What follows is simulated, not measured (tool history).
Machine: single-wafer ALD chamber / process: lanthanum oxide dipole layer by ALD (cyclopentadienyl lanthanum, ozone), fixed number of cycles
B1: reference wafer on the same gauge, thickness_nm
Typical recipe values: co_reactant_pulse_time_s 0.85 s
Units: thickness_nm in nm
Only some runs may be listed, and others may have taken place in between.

Run 1, hour 0.0: usual settings but co_reactant_pulse_time_s 0.73 s; B1 0.532. Result: thickness_nm 0.461 nm.
Run 2, hour 31.1: usual settings but co_reactant_pulse_time_s 0.73 s; B1 0.534. Result: thickness_nm 0.462 nm.
Run 3, hour 46.2: usual settings but co_reactant_pulse_time_s 0.73 s; B1 0.533. Result: thickness_nm 0.465 nm.
Run 4, hour 79.9: usual settings; B1 0.532. Result: thickness_nm 0.482 nm.
Run 5, hour 94.8: usual settings; B1 0.533. Result: thickness_nm 0.486 nm.
Run 6, hour 126.8: usual settings but co_reactant_pulse_time_s 0.74 s; B1 0.532. Result: thickness_nm 0.465 nm.
Run 7, hour 141.1: usual settings but co_reactant_pulse_time_s 0.74 s; B1 0.532. Result: thickness_nm 0.462 nm.
Run 8, hour 158.8: usual settings but co_reactant_pulse_time_s 0.74 s; B1 0.532. Result: thickness_nm 0.466 nm.
Run 9, hour 169.1: usual settings; B1 0.532. Result: thickness_nm 0.488 nm.
Run 10, hour 186.3: usual settings but co_reactant_pulse_time_s 0.58 s; B1 0.532. Result: thickness_nm 0.424 nm.
Run 11, hour 206.2: usual settings but co_reactant_pulse_time_s 0.55 s; B1 0.532. Result: thickness_nm 0.414 nm.
Run 12, hour 272.3: usual settings but co_reactant_pulse_time_s 1.07 s; B1 0.531. Result: thickness_nm 0.519 nm.
Run 13, hour 294.8: usual settings but co_reactant_pulse_time_s 1.03 s; B1 0.530. Result: thickness_nm 0.514 nm.
Run 14, hour 307.9: usual settings but co_reactant_pulse_time_s 0.73 s; B1 0.532. Result: thickness_nm 0.462 nm.
Run 15, hour 333.3: usual settings but co_reactant_pulse_time_s 1.06 s; B1 0.532. Result: thickness_nm 0.520 nm.
Run 16, hour 365.9: usual settings but co_reactant_pulse_time_s 0.75 s; B1 0.531. Result: thickness_nm 0.463 nm.

Between the runs listed above, the log contained 4 entries, not reproduced here. Where in the sequence does each belong, and how does what the log doesn't record of the tool's condition differ from the listed run before to the listed run after?
Between runs 5 and 6: thermocouple changed; heater temperature recalibrated (hour 124.2)
  no hidden state differs between the two runs
Between runs 7 and 8: ozone generator serviced (hour 158.3)
  no hidden state differs between the two runs
Between runs 9 and 10: showerhead replaced (hour 184.1)
  no hidden state differs between the two runs
Between runs 11 and 12: gauge calibrated (hour 226.2)
  no hidden state differs between the two runs

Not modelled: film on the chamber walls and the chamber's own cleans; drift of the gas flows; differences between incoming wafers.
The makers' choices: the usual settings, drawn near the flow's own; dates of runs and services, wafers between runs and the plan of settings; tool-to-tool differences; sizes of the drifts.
